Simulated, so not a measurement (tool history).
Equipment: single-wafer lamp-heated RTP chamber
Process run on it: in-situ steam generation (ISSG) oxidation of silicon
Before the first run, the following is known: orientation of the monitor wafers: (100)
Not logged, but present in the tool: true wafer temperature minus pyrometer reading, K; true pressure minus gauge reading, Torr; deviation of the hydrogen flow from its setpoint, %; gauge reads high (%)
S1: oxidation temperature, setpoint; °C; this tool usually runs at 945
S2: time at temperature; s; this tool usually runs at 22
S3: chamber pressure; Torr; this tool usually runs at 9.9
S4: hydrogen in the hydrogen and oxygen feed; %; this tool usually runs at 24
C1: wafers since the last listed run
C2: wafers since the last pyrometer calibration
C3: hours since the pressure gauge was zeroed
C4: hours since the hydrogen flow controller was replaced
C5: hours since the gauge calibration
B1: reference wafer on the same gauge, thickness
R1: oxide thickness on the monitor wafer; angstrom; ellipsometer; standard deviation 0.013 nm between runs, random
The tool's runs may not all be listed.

run	day	S1	S2	S3	S4	C1	C2	C3	C4	C5	B1	R1
1	0.000	945	22	9.9	24	0	427	2621.7	4639.9	291.8	4.637	50.92
2	1.742	938	17	9.9	24	256	684	2663.5	4681.7	333.6	4.638	45.14
3	3.175	945	22	9.9	24	211	895	2697.9	4716.1	368.0	4.636	50.94
4	5.379	945	22	9.9	24	325	1220	2750.8	4769.0	420.9	4.641	51.10
5	6.858	945	22	9.9	24	218	1439	2786.3	4804.5	456.4	4.638	51.14
6	9.029	945	22	9.9	24	320	1759	2838.4	4856.6	508.5	4.643	51.36
7	10.167	945	22	9.9	24	167	1927	2865.7	4883.9	535.8	4.639	51.30
# day 12.079: pyrometer window cleaned and pyrometer calibrated
8	12.100	945	22	9.9	24	235	2	2912.1	4930.3	582.2	4.638	52.11
9	14.375	945	19	9.9	24	335	338	2966.7	4984.9	636.8	4.640	49.44
10	17.138	945	19	9.9	24	407	745	3033.0	5051.2	703.1	4.634	49.21
11	18.917	945	19	9.9	24	262	1008	3075.7	5093.9	745.8	4.640	49.27
12	21.462	945	22	9.9	24	375	1383	3136.8	5155.0	806.9	4.645	52.62
# day 23.375: pyrometer window cleaned and pyrometer calibrated, repeated, since the last time left the tool worse
13	23.396	945	22	9.9	24	235	3	3183.2	5201.4	853.3	4.639	50.73
14	25.096	945	22	9.9	31	250	253	3224.0	5242.2	894.1	4.637	53.61
15	27.000	945	22	9.9	31	280	534	3269.7	5287.9	939.8	4.639	53.62
16	28.038	932	22	9.9	24	153	687	3294.6	5312.8	964.7	4.640	49.08
# day 30.038: pressure gauge zeroed
17	30.921	945	22	9.9	24	376	1063	21.2	5382.0	1033.9	4.637	51.09
18	32.821	945	22	9.9	30	280	1344	66.8	5427.6	1079.5	4.639	53.54
# day 33.533: gauge calibrated
19	35.762	945	22	9.9	24	433	1777	137.4	5498.2	53.5	4.644	51.15
20	37.412	945	22	9.5	24	243	2021	177.0	5537.8	93.1	4.637	51.85
# day 39.883: pyrometer window cleaned and pyrometer calibrated
21	41.054	945	22	9.9	28	487	172	264.4	5625.2	180.5	4.638	52.49
22	42.983	945	31	10.2	24	284	457	310.7	5671.5	226.8	4.640	58.76
23	44.958	945	30	10.2	29	291	748	358.1	5718.9	274.2	4.637	60.35
# day 46.829: hydrogen flow controller replaced
24	47.608	945	22	9.9	24	341	1090	421.7	18.7	337.8	4.638	51.28

For run 25, what comes out?
25	50.479	945	31	10.2	24	423	1513	490.6	87.6	406.7	?	?

Logged for run 25: B1 4.638, R1 58.97 angstrom.
Had the tool carried no hidden state, the very same run would have given R1 58.24 angstrom.
